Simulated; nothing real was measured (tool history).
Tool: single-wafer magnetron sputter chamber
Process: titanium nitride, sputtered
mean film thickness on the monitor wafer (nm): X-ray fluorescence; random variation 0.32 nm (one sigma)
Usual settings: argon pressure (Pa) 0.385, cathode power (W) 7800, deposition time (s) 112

run,hour,argon pressure (Pa),cathode power (W),deposition time (s),wafers since the last listed run,wafers on the sputter target,hours since the last manometer calibration,hours since the magnet pack was replaced,hours since the gauge calibration,"read-back reference wafer on the same gauge, thickness_nm",mean film thickness on the monitor wafer (nm)
1,0.0,0.385,7800,112,0,2909,649.1,8263.9,325.8,155.976,166.050
# hour 25.5: sputter target and shields replaced
2,26.0,0.385,7800,112,279,7,675.1,8289.9,351.8,155.968,169.190
3,37.0,0.385,7800,112,170,177,686.1,8300.9,362.8,156.070,169.024
4,65.9,0.385,7800,112,448,626,715.0,8329.8,391.7,155.964,168.266
5,82.4,0.385,7800,112,255,881,731.5,8346.3,408.2,156.014,167.782
6,118.3,0.270,7800,112,556,1438,767.4,8382.2,444.1,155.955,172.649
7,138.4,0.385,7800,112,311,1750,787.5,8402.3,464.2,156.017,166.480
8,162.7,0.385,7800,112,376,2127,811.8,8426.6,488.5,155.918,166.590
9,192.5,0.385,7800,112,462,2589,841.6,8456.4,518.3,155.982,166.399
# hour 233.2: sputter target and shields replaced
10,233.7,0.292,7800,112,514,8,882.8,8497.6,559.5,155.979,173.905
11,260.0,0.292,7800,112,407,416,909.1,8523.9,585.8,156.034,172.569
# hour 290.1: gauge calibrated
12,295.5,0.292,7800,112,550,966,944.6,8559.4,5.4,155.981,172.448
13,317.7,0.385,9650,97,344,1311,966.8,8581.6,27.6,155.970,179.451
14,332.8,0.385,7800,112,234,1545,981.9,8596.7,42.7,155.972,167.272
15,352.6,0.385,7800,112,307,1852,1001.7,8616.5,62.5,156.006,167.388
16,379.6,0.523,7800,97,418,2271,1028.7,8643.5,89.5,155.985,138.981
17,402.2,0.385,7800,112,350,2621,1051.3,8666.1,112.1,155.998,166.854
# hour 414.2: capacitance manometer re-zeroed and calibrated
18,420.4,0.385,7800,123,158,2779,6.2,8684.3,130.3,156.033,179.515
# hour 443.9: sputter target and shields replaced
# hour 454.4: magnet pack replaced
19,454.9,0.385,7800,112,286,46,40.7,0.5,164.8,155.979,166.498
20,472.2,0.534,7800,112,268,315,58.0,17.8,182.1,155.930,157.984
21,490.6,0.233,6250,95,285,600,76.4,36.2,200.5,155.939,118.195
22,538.3,0.472,6450,130,739,1340,124.1,83.9,248.2,155.947,154.502
23,557.1,0.527,9050,104,291,1632,142.9,102.7,267.0,155.955,170.063
24,590.6,0.246,8350,90,519,2151,176.4,136.2,300.5,156.004,148.205

Hidden state or all else? Some run-to-run changes of mean film thickness on the monitor wafer (nm), split into what the settings, what came in and random variation would give without the hidden state, and what is left for the hidden state (with any gauge scatter that isn't in both results):
The hidden state here: deposition rate above that of a new target (%); true argon pressure above the setpoint (%); gauge reads high (%).
Run 17 -> 18: deposition time (s) 112 -> 123, capacitance manometer re-zeroed and calibrated. mean film thickness on the monitor wafer (nm) +12.661: hidden state -3.108, all else +15.769.
Run 18 -> 19: deposition time (s) 123 -> 112, sputter target and shields replaced, magnet pack replaced. mean film thickness on the monitor wafer (nm) -13.017: hidden state +2.890, all else -15.907.
Run 20 -> 21: argon pressure (Pa) 0.534 -> 0.233, cathode power (W) 7800 -> 6250, deposition time (s) 112 -> 95. mean film thickness on the monitor wafer (nm) -39.789: hidden state -0.574, all else -39.215.
Run 21 -> 22: argon pressure (Pa) 0.233 -> 0.472, cathode power (W) 6250 -> 6450, deposition time (s) 95 -> 130. mean film thickness on the monitor wafer (nm) +36.307: hidden state -0.077, all else +36.384.
